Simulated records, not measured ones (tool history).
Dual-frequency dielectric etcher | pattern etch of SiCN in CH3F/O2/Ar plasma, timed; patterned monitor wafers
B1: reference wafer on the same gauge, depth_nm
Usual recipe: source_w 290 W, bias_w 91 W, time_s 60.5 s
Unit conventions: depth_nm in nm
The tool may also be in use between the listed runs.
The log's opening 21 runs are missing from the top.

-- hour=566.4 upper electrode replaced
run 22 hour=601.1 | source_w=340 bias_w=85 time_s=60.5 | B1=21.2 | depth_nm=26.91
run 23 hour=625.7 | source_w=290 bias_w=91 time_s=60.5 | B1=21.17 | depth_nm=25.49
run 24 hour=644.5 | source_w=240 bias_w=100 time_s=67 | B1=21.2 | depth_nm=26.2
run 25 hour=680.4 | source_w=260 bias_w=105 time_s=60.5 | B1=21.19 | depth_nm=24.95
run 26 hour=709.5 | source_w=290 bias_w=83 time_s=60.5 | B1=21.21 | depth_nm=24.77
run 27 hour=739.3 | source_w=290 bias_w=112 time_s=60.5 | B1=21.21 | depth_nm=26.96
run 28 hour=770.4 | source_w=250 bias_w=85 time_s=49 | B1=21.19 | depth_nm=18.75
run 29 hour=785 | source_w=230 bias_w=91 time_s=60.5 | B1=21.2 | depth_nm=22.51
run 30 hour=817 | source_w=310 bias_w=68 time_s=50 | B1=21.23 | depth_nm=19.98
run 31 hour=839.5 | source_w=290 bias_w=81 time_s=60.5 | B1=21.17 | depth_nm=24.34

Branching from run 31: 3 alternative next runs. What would each branch give?
run A hour=839.9 | source_w=290 bias_w=91 time_s=75 | B1=? | depth_nm=?
run B hour=839.9 | source_w=270 bias_w=91 time_s=73.5 | B1=? | depth_nm=?
run C hour=839.9 | source_w=290 bias_w=113 time_s=50.5 | B1=? | depth_nm=?

run=A B1=21.2 depth_nm=31.18
run=B B1=21.2 depth_nm=29.49
run=C B1=21.2 depth_nm=22.31
What these runs would have given with no unlogged condition in the tool:
run=A depth_nm=31.53
run=B depth_nm=29.83
run=C depth_nm=22.56
